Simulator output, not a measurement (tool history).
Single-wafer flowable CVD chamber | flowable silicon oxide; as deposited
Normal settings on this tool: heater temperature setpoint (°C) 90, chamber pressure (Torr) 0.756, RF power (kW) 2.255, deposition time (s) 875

run   hour  heater temperature setpoint (°C)  chamber pressure (Torr)  RF power (kW)  deposition time (s)  wafers since the last listed run  hours since the last thermocouple change  hours since the last RF generator calibration  hours since the last manometer calibration  hours since the showerhead was replaced  hours since the gauge calibration  read-back reference wafer on the same gauge, thickness_nm  mean film thickness on the monitor wafer (nm)
  1      0                                90                    0.756          2.255                  875                                 0                                     867.9                                            693                                      2179.5                                   3129.8                              191.8                                                    732.524                                        780.997
  2   25.4                                90                    0.756          2.255                  875                                50                                     893.3                                          718.4                                      2204.9                                   3155.2                              217.2                                                     731.29                                        782.943
      35.6  -- showerhead replaced
  3   51.7                                81                    0.756          2.545                  875                                36                                     919.6                                          744.7                                      2231.2                                     16.1                              243.5                                                    731.339                                       1059.537
  4   82.9                                81                    0.756          2.545                  875                                62                                     950.8                                          775.9                                      2262.4                                     47.3                              274.7                                                    732.013                                       1059.569
  5  112.3                                81                    0.756          2.545                  875                                58                                     980.2                                          805.3                                      2291.8                                     76.7                              304.1                                                    732.775                                       1047.624
  6  148.3                                90                     0.64          2.255                  875                                71                                    1016.2                                          841.3                                      2327.8                                    112.7                              340.1                                                    732.533                                        673.265
  7  168.6                                90                     0.64          2.255                  875                                40                                    1036.5                                          861.6                                      2348.1                                      133                              360.4                                                    732.323                                        665.854
     188.3  -- thermocouple changed; heater temperature recalibrated
     201.5  -- RF generator calibrated
  8    202                                90                    0.756          2.255                  875                                34                                      13.7                                            0.5                                      2381.5                                    166.4                              393.8                                                    732.274                                        809.696
  9  229.5                                90                    0.756          2.255                  875                                54                                      41.2                                             28                                        2409                                    193.9                              421.3                                                    730.822                                        805.498
 10  246.7                               101                    0.756          1.845                  764                                34                                      58.4                                           45.2                                      2426.2                                    211.1                              438.5                                                    731.177                                        468.106
 11    266                                94                    0.664          2.255                  875                                38                                      77.7                                           64.5                                      2445.5                                    230.4                              457.8                                                    732.805                                        623.267
     283.5  -- capacitance manometer re-zeroed and calibrated
 12    284                                77                    0.909           2.43                  875                                19                                      95.7                                           82.5                                         0.5                                    248.4                              475.8                                                    732.067                                       1442.306
 13  294.3                                90                    0.839          2.255                  875                                20                                       106                                           92.8                                        10.8                                    258.7                              486.1                                                    731.779                                        894.632
 14    311                                90                    0.578          2.255                 1047                                33                                     122.7                                          109.5                                        27.5                                    275.4                              502.8                                                    730.996                                        748.779
 15  335.7                                90                    0.687          2.255                  875                                49                                     147.4                                          134.2                                        52.2                                    300.1                              527.5                                                    731.983                                        729.536
 16  368.8                                79                    0.756          2.255                  875                                66                                     180.5                                          167.3                                        85.3                                    333.2                              560.6                                                    731.416                                       1111.745
 17  385.2                                90                    0.756            2.4                  875                                32                                     196.9                                          183.7                                       101.7                                    349.6                                577                                                    733.159                                        808.646
       464  -- gauge calibrated
 18  489.6                               101                    0.814          2.495                  776                               208                                     301.3                                          288.1                                       206.1                                      454                               25.6                                                    731.857                                        529.768
 19  510.6                                90                    0.756          2.255                  875                                41                                     322.3                                          309.1                                       227.1                                      475                               46.6                                                    731.145                                         796.69
 20  528.2                                77                    0.573          2.695                  965                                35                                     339.9                                          326.7                                       244.7                                    492.6                               64.2                                                    731.586                                       1030.699
 21  555.3                                90                    0.709            2.6                  875                                54                                       367                                          353.8                                       271.8                                    519.7                               91.3                                                    731.747                                        772.534
 22  577.8                                90                    0.756          2.255                  875                                44                                     389.5                                          376.3                                       294.3                                    542.2                              113.8                                                    731.808                                        797.096
 23  600.2                                77                    0.756           2.12                  875                                44                                     411.9                                          398.7                                       316.7                                    564.6                              136.2                                                    732.803                                       1172.289
 24  631.3                                90                     0.84          2.255                  724                                62                                       443                                          429.8                                       347.8                                    595.7                              167.3                                                    731.665                                        731.987
 25  652.4                                95                    0.756          2.255                  780                                42                                     464.1                                          450.9                                       368.9                                    616.8                              188.4                                                    730.897                                        598.966
 26  675.7                                90                    0.756          2.255                  875                                46                                     487.4                                          474.2                                       392.2                                    640.1                              211.7                                                    731.673                                        801.833
 27    692                                99                    0.756          2.255                  702                                32                                     503.7                                          490.5                                       408.5                                    656.4                                228                                                    733.077                                         467.92
 28  710.5                                90                    0.756          2.255                  875                                36                                     522.2                                            509                                         427                                    674.9                              246.5                                                    733.006                                        800.652
 29    741                                99                    0.756          2.255                  711                                60                                     552.7                                          539.5                                       457.5                                    705.4                                277                                                    731.658                                        472.849

Alternative continuations, all from the tool just after run 29; predict every row:
  A  741.6                                90                    0.756          2.255                  875                                 1                                     553.3                                          540.1                                       458.1                                      706                              277.6                                                          ?                                              ?
  B  741.6                                78                    0.935          2.135                  875                                 1                                     553.3                                          540.1                                       458.1                                      706                              277.6                                                          ?                                              ?
  C  741.6                                90                    0.868          1.855                  875                                 1                                     553.3                                          540.1                                       458.1                                      706                              277.6                                                          ?                                              ?

run  read-back reference wafer on the same gauge, thickness_nm  mean film thickness on the monitor wafer (nm)
  A                                                    732.234                                        797.373
  B                                                    732.234                                       1401.833
  C                                                    732.234                                        882.601
What these runs would have given with no unlogged condition in the tool:
run  mean film thickness on the monitor wafer (nm)
  A                                        811.945
  B                                       1421.161
  C                                         898.73
